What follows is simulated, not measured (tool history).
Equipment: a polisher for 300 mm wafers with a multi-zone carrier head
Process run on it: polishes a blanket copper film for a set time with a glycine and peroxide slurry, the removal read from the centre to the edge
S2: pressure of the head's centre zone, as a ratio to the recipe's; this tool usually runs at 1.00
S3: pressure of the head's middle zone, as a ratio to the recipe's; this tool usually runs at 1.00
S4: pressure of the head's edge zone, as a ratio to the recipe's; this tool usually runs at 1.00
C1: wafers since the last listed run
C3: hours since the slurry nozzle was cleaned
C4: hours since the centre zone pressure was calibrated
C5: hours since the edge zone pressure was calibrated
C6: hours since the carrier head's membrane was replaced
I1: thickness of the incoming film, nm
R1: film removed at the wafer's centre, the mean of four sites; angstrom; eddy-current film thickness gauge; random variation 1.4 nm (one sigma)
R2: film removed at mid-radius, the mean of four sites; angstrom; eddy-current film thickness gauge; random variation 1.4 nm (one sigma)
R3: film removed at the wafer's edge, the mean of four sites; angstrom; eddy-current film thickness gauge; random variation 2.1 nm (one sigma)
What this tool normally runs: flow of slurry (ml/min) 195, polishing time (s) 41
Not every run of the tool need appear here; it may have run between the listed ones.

Run 1, hour 0.0: usual settings; C1 0; wafers polished on this pad 948; C3 32.9; C4 466.0; C5 559.4; C6 1110.9; I1 1313.6. Result: R1 1879 angstrom, R2 1906 angstrom, R3 1893 angstrom.
At hour 13.0: edge zone pressure recalibrated.
At hour 32.2: worn pad replaced by a new one.
Run 2, hour 67.2: usual settings; C1 486; wafers polished on this pad 278; C3 100.1; C4 533.2; C5 54.2; C6 1178.1; I1 1324.3. Result: R1 1842 angstrom, R2 1905 angstrom, R3 1857 angstrom.
Run 3, hour 111.8: usual settings; C1 354; wafers polished on this pad 632; C3 144.7; C4 577.8; C5 98.8; C6 1222.7; I1 1331.4. Result: R1 1850 angstrom, R2 1905 angstrom, R3 1841 angstrom.
Run 4, hour 152.8: usual settings; C1 325; wafers polished on this pad 958; C3 185.7; C4 618.8; C5 139.8; C6 1263.7; I1 1338.0. Result: R1 1861 angstrom, R2 1909 angstrom, R3 1841 angstrom.
At hour 179.3: worn pad replaced by a new one.
Run 5, hour 202.9: usual settings; C1 366; wafers polished on this pad 188; C3 235.8; C4 668.9; C5 189.9; C6 1313.8; I1 1303.0. Result: R1 1856 angstrom, R2 1885 angstrom, R3 1859 angstrom.
At hour 225.3: carrier head's membrane replaced by a new one.
Run 6, hour 236.0: usual settings; C1 223; wafers polished on this pad 411; C3 268.9; C4 702.0; C5 223.0; C6 10.7; I1 1324.6. Result: R1 1855 angstrom, R2 1896 angstrom, R3 1814 angstrom.
Run 7, hour 295.9: usual settings; C1 476; wafers polished on this pad 887; C3 328.8; C4 761.9; C5 282.9; C6 70.6; I1 1329.4. Result: R1 1845 angstrom, R2 1903 angstrom, R3 1878 angstrom.
At hour 317.3: worn pad replaced by a new one.
At hour 334.4: slurry nozzle cleaned.
Run 8, hour 365.6: usual settings; C1 514; wafers polished on this pad 375; C3 31.2; C4 831.6; C5 352.6; C6 140.3; I1 1338.3. Result: R1 1853 angstrom, R2 1913 angstrom, R3 1808 angstrom.
Run 9, hour 397.4: usual settings but S4 0.91; C1 252; wafers polished on this pad 628; C3 63.0; C4 863.4; C5 384.4; C6 172.1; I1 1306.2. Result: R1 1857 angstrom, R2 1891 angstrom, R3 1822 angstrom.
At hour 434.2: centre zone pressure recalibrated.
Run 10, hour 442.2: usual settings but S4 1.03, polishing time (s) 30; C1 340; wafers polished on this pad 968; C3 107.8; C4 8.0; C5 429.2; C6 216.9; I1 1323.5. Result: R1 1360 angstrom, R2 1368 angstrom, R3 1355 angstrom.
At hour 457.8: worn pad replaced by a new one.
At hour 489.0: edge zone pressure recalibrated.
Run 11, hour 512.0: usual settings but flow of slurry (ml/min) 160, S4 1.04; C1 507; wafers polished on this pad 415; C3 177.6; C4 77.8; C5 23.0; C6 286.7; I1 1315.8. Result: R1 1823 angstrom, R2 1887 angstrom, R3 1856 angstrom.
Run 12, hour 550.8: usual settings but S2 0.94, S3 1.11; C1 308; wafers polished on this pad 723; C3 216.4; C4 116.6; C5 61.8; C6 325.5; I1 1313.5. Result: R1 1740 angstrom, R2 1985 angstrom, R3 1811 angstrom.
At hour 600.6: worn pad replaced by a new one.
Run 13, hour 622.0: usual settings but S4 1.09, polishing time (s) 34; C1 534; wafers polished on this pad 170; C3 287.6; C4 187.8; C5 133.0; C6 396.7; I1 1305.0. Result: R1 1538 angstrom, R2 1577 angstrom, R3 1617 angstrom.

What does the tool deliver on the next run?
Run 14, hour 668.3: usual settings but flow of slurry (ml/min) 130; C1 368; wafers polished on this pad 538; C3 333.9; C4 234.1; C5 179.3; C6 443.0; I1 1300.1. Result: R1 ?, R2 ?, R3 ?.

{"run 14": {"R1": 1756, "R2": 1807, "R3": 1784}}
Had the tool carried no hidden state, the very same run would have given R1 1756 angstrom, R2 1807 angstrom, R3 1784 angstrom.
